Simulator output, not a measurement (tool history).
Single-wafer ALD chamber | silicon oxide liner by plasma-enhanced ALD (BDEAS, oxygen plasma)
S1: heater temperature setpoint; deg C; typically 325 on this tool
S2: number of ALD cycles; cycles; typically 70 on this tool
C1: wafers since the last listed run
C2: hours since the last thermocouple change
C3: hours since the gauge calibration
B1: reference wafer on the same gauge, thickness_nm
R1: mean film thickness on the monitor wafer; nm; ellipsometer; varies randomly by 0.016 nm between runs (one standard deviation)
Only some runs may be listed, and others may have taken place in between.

run 1 hour=0 | S1=325 S2=70 | C1=0 C2=1917.3 C3=447.1 | B1=6.844 | R1=6.232
run 2 hour=29.7 | S1=325 S2=70 | C1=202 C2=1947 C3=476.8 | B1=6.834 | R1=6.211
run 3 hour=49.4 | S1=325 S2=70 | C1=134 C2=1966.7 C3=496.5 | B1=6.823 | R1=6.195
run 4 hour=64.2 | S1=325 S2=70 | C1=101 C2=1981.5 C3=511.3 | B1=6.817 | R1=6.189
run 5 hour=86 | S1=325 S2=70 | C1=148 C2=2003.3 C3=533.1 | B1=6.801 | R1=6.202
run 6 hour=112.5 | S1=325 S2=70 | C1=180 C2=2029.8 C3=559.6 | B1=6.796 | R1=6.192
run 7 hour=136 | S1=325 S2=70 | C1=160 C2=2053.3 C3=583.1 | B1=6.784 | R1=6.184
run 8 hour=165.2 | S1=319 S2=70 | C1=199 C2=2082.5 C3=612.3 | B1=6.765 | R1=6.176
-- hour=179.8 gauge calibrated
run 9 hour=182.6 | S1=319 S2=70 | C1=118 C2=2099.9 C3=2.8 | B1=6.907 | R1=6.358
run 10 hour=207.4 | S1=319 S2=70 | C1=169 C2=2124.7 C3=27.6 | B1=6.912 | R1=6.356
run 11 hour=235 | S1=325 S2=70 | C1=188 C2=2152.3 C3=55.2 | B1=6.911 | R1=6.281
run 12 hour=249.6 | S1=331 S2=59 | C1=99 C2=2166.9 C3=69.8 | B1=6.909 | R1=5.26
run 13 hour=277.6 | S1=340 S2=58 | C1=191 C2=2194.9 C3=97.8 | B1=6.907 | R1=5.12
run 14 hour=292.2 | S1=325 S2=82 | C1=99 C2=2209.5 C3=112.4 | B1=6.909 | R1=7.369
run 15 hour=324.8 | S1=334 S2=70 | C1=222 C2=2242.1 C3=145 | B1=6.903 | R1=6.188
-- hour=343 thermocouple changed; heater temperature recalibrated
run 16 hour=409.5 | S1=340 S2=70 | C1=523 C2=66.5 C3=229.7 | B1=6.889 | R1=6.157
run 17 hour=444.9 | S1=334 S2=80 | C1=241 C2=101.9 C3=265.1 | B1=6.877 | R1=7.063
run 18 hour=473.2 | S1=325 S2=70 | C1=193 C2=130.2 C3=293.4 | B1=6.874 | R1=6.248
run 19 hour=485.8 | S1=320 S2=79 | C1=86 C2=142.8 C3=306 | B1=6.87 | R1=7.102

Expected results for the next run?
run 20 hour=508.6 | S1=325 S2=70 | C1=155 C2=165.6 C3=328.8 | B1=? | R1=?

B1: 6.859
R1: 6.255 nm
The same run, on a tool lacking any hidden state, would have yielded R1 6.307 nm.
